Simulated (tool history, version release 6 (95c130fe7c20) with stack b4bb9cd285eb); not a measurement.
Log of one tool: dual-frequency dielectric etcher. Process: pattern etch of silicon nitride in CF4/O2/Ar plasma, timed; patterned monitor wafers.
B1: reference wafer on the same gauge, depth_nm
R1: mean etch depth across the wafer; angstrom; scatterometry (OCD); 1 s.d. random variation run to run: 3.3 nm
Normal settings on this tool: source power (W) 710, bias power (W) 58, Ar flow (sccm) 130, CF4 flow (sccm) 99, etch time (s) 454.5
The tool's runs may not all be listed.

Run 1, hour 0.0: usual settings; B1 896.2. Result: R1 10219 angstrom.
Run 2, hour 28.0: usual settings; B1 897.3. Result: R1 10166 angstrom.
Run 3, hour 47.1: usual settings; B1 897.4. Result: R1 10141 angstrom.
Run 4, hour 60.5: usual settings; B1 897.3. Result: R1 10212 angstrom.
Run 5, hour 94.7: usual settings but bias power (W) 51; B1 897.6. Result: R1 9777 angstrom.
Run 6, hour 119.0: usual settings but bias power (W) 51; B1 896.4. Result: R1 9727 angstrom.
Run 7, hour 144.9: usual settings but bias power (W) 51; B1 896.3. Result: R1 9754 angstrom.
Run 8, hour 178.7: usual settings; B1 896.9. Result: R1 10335 angstrom.
Run 9, hour 211.3: usual settings but bias power (W) 48, CF4 flow (sccm) 119; B1 896.8. Result: R1 9792 angstrom.
Run 10, hour 223.7: usual settings; B1 896.6. Result: R1 10351 angstrom.
Run 11, hour 249.1: usual settings; B1 897.6. Result: R1 10456 angstrom.
At hour 277.4: wet clean of the chamber.
At hour 284.9: CF4 flow controller replaced.
At hour 286.3: Ar flow controller replaced.
At hour 295.4: upper electrode replaced.
Run 12, hour 295.9: usual settings; B1 898.6. Result: R1 9879 angstrom.
At hour 316.0: bias power generator calibrated.
Run 13, hour 316.5: usual settings but CF4 flow (sccm) 77; B1 896.3. Result: R1 9672 angstrom.
Run 14, hour 338.1: usual settings but bias power (W) 70, Ar flow (sccm) 99; B1 897.3. Result: R1 10965 angstrom.
At hour 357.6: source power generator calibrated.
At hour 366.9: gauge calibrated.
Run 15, hour 371.9: usual settings but bias power (W) 71, CF4 flow (sccm) 76; B1 898.0. Result: R1 10523 angstrom.
Run 16, hour 434.6: usual settings but source power (W) 820, Ar flow (sccm) 155, etch time (s) 571.5; B1 897.2. Result: R1 14320 angstrom.
Run 17, hour 447.0: usual settings but source power (W) 540, bias power (W) 69, CF4 flow (sccm) 82, etch time (s) 525.0; B1 897.4. Result: R1 9124 angstrom.
Run 18, hour 531.3: usual settings but source power (W) 570, etch time (s) 526.5; B1 897.6. Result: R1 9238 angstrom.
Run 19, hour 549.4: usual settings but bias power (W) 66, CF4 flow (sccm) 92, etch time (s) 405.5; B1 896.9. Result: R1 9462 angstrom.
Run 20, hour 620.9: usual settings but Ar flow (sccm) 100; B1 895.7. Result: R1 10422 angstrom.

What if the next run were any one of these 5? Each begins from the tool's condition after run 20:
Run A, hour 621.4: usual settings but source power (W) 630; B1 ?. Result: R1 ?.
Run B, hour 621.4: usual settings but Ar flow (sccm) 101, etch time (s) 577.0; B1 ?. Result: R1 ?.
Run C, hour 621.4: usual settings but source power (W) 790, Ar flow (sccm) 119, CF4 flow (sccm) 106, etch time (s) 534.0; B1 ?. Result: R1 ?.
Run D, hour 621.4: usual settings but source power (W) 850, etch time (s) 535.0; B1 ?. Result: R1 ?.
Run E, hour 621.4: usual settings but etch time (s) 400.0; B1 ?. Result: R1 ?.

run     B1     R1
  A  897.0   8997
  B  897.0  13335
  C  897.0  13637
  D  897.0  14469
  E  897.0   8988
With no hidden state in the tool, these same runs would have given:
run     R1
  A   8750
  B  12970
  C  13263
  D  14072
  E   8741
